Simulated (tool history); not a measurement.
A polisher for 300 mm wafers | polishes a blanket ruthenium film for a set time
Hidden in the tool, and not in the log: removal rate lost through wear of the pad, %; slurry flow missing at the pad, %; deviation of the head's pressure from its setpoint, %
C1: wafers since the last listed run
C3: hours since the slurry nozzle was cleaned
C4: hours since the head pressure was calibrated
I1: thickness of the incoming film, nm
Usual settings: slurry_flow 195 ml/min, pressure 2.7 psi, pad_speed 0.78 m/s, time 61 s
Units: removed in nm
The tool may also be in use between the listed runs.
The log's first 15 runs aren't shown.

run 16 hour=177.4 | slurry_flow=225 pressure=2.1 pad_speed=0.94 time=61 | C1=115 wafers_polished_on_this_pad=1312 C3=437.9 C4=570.8 | I1=571.9 | removed=69.8
run 17 hour=183.8 | slurry_flow=195 pressure=2.3 pad_speed=0.78 time=61 | C1=75 wafers_polished_on_this_pad=1388 C3=444.3 C4=577.2 | I1=580.5 | removed=60.3
run 18 hour=193.6 | slurry_flow=195 pressure=2.7 pad_speed=0.78 time=61 | C1=115 wafers_polished_on_this_pad=1503 C3=454.1 C4=587.0 | I1=584.4 | removed=71.0
-- hour=204.2 worn pad replaced by a new one
run 19 hour=208.7 | slurry_flow=240 pressure=2.2 pad_speed=0.78 time=61 | C1=130 wafers_polished_on_this_pad=53 C3=469.2 C4=602.1 | I1=567.6 | removed=66.4
run 20 hour=223.5 | slurry_flow=195 pressure=2.7 pad_speed=0.78 time=61 | C1=173 wafers_polished_on_this_pad=227 C3=484.0 C4=616.9 | I1=582.9 | removed=78.4
run 21 hour=233.7 | slurry_flow=195 pressure=2.7 pad_speed=0.58 time=45 | C1=119 wafers_polished_on_this_pad=346 C3=494.2 C4=627.1 | I1=568.0 | removed=43.1
-- hour=243.2 head pressure recalibrated
-- hour=263.5 slurry nozzle cleaned
run 22 hour=284.7 | slurry_flow=195 pressure=3.3 pad_speed=0.70 time=61 | C1=563 wafers_polished_on_this_pad=910 C3=21.2 C4=41.5 | I1=586.9 | removed=80.9
run 23 hour=299.5 | slurry_flow=195 pressure=2.7 pad_speed=0.78 time=61 | C1=173 wafers_polished_on_this_pad=1084 C3=36.0 C4=56.3 | I1=583.6 | removed=72.8
run 24 hour=312.6 | slurry_flow=195 pressure=2.7 pad_speed=0.78 time=61 | C1=153 wafers_polished_on_this_pad=1238 C3=49.1 C4=69.4 | I1=575.2 | removed=69.6
-- hour=322.9 worn pad replaced by a new one
run 25 hour=323.4 | slurry_flow=195 pressure=2.7 pad_speed=0.78 time=61 | C1=79 wafers_polished_on_this_pad=5 C3=59.9 C4=80.2 | I1=581.8 | removed=82.4
run 26 hour=337.7 | slurry_flow=170 pressure=1.9 pad_speed=0.78 time=61 | C1=168 wafers_polished_on_this_pad=174 C3=74.2 C4=94.5 | I1=567.8 | removed=56.3
run 27 hour=344.5 | slurry_flow=245 pressure=3.0 pad_speed=0.88 time=69 | C1=79 wafers_polished_on_this_pad=253 C3=81.0 C4=101.3 | I1=583.0 | removed=114.8
run 28 hour=360.7 | slurry_flow=195 pressure=2.7 pad_speed=0.78 time=61 | C1=190 wafers_polished_on_this_pad=444 C3=97.2 C4=117.5 | I1=578.7 | removed=78.5
run 29 hour=369.4 | slurry_flow=195 pressure=2.7 pad_speed=0.90 time=61 | C1=102 wafers_polished_on_this_pad=546 C3=105.9 C4=126.2 | I1=578.6 | removed=88.3
run 30 hour=406.6 | slurry_flow=195 pressure=2.0 pad_speed=0.86 time=54 | C1=437 wafers_polished_on_this_pad=983 C3=143.1 C4=163.4 | I1=589.2 | removed=53.7
run 31 hour=423.1 | slurry_flow=195 pressure=2.7 pad_speed=0.78 time=61 | C1=193 wafers_polished_on_this_pad=1177 C3=159.6 C4=179.9 | I1=583.1 | removed=74.3
run 32 hour=433.2 | slurry_flow=195 pressure=3.4 pad_speed=0.66 time=46 | C1=118 wafers_polished_on_this_pad=1296 C3=169.7 C4=190.0 | I1=573.4 | removed=58.1
run 33 hour=448.0 | slurry_flow=195 pressure=2.7 pad_speed=0.78 time=45 | C1=173 wafers_polished_on_this_pad=1470 C3=184.5 C4=204.8 | I1=586.6 | removed=52.1
-- hour=452.0 worn pad replaced by a new one
run 34 hour=465.7 | slurry_flow=135 pressure=2.7 pad_speed=0.78 time=51 | C1=160 wafers_polished_on_this_pad=160 C3=202.2 C4=222.5 | I1=574.1 | removed=62.6
run 35 hour=477.6 | slurry_flow=195 pressure=2.7 pad_speed=0.78 time=44 | C1=139 wafers_polished_on_this_pad=300 C3=214.1 C4=234.4 | I1=578.7 | removed=55.9
run 36 hour=487.0 | slurry_flow=195 pressure=3.3 pad_speed=0.52 time=61 | C1=110 wafers_polished_on_this_pad=410 C3=223.5 C4=243.8 | I1=579.2 | removed=62.0
run 37 hour=508.3 | slurry_flow=195 pressure=2.7 pad_speed=0.78 time=61 | C1=250 wafers_polished_on_this_pad=660 C3=244.8 C4=265.1 | I1=582.3 | removed=78.3
run 38 hour=519.7 | slurry_flow=195 pressure=2.7 pad_speed=0.78 time=76 | C1=133 wafers_polished_on_this_pad=794 C3=256.2 C4=276.5 | I1=591.0 | removed=92.8

3 ways to go on from here, each from the tool as it stands after run 38. What would each give?
run A hour=520.1 | slurry_flow=195 pressure=2.7 pad_speed=0.78 time=75 | C1=4 wafers_polished_on_this_pad=799 C3=256.6 C4=276.9 | I1=575.8 | removed=?
run B hour=520.1 | slurry_flow=195 pressure=3.1 pad_speed=1.06 time=61 | C1=4 wafers_polished_on_this_pad=799 C3=256.6 C4=276.9 | I1=575.8 | removed=?
run C hour=520.1 | slurry_flow=235 pressure=2.7 pad_speed=0.78 time=72 | C1=4 wafers_polished_on_this_pad=799 C3=256.6 C4=276.9 | I1=575.8 | removed=?

run=A removed=93.0
run=B removed=118.0
run=C removed=90.8
Without the tool's hidden state the same runs would have given:
run=A removed=101.0
run=B removed=128.1
run=C removed=98.5

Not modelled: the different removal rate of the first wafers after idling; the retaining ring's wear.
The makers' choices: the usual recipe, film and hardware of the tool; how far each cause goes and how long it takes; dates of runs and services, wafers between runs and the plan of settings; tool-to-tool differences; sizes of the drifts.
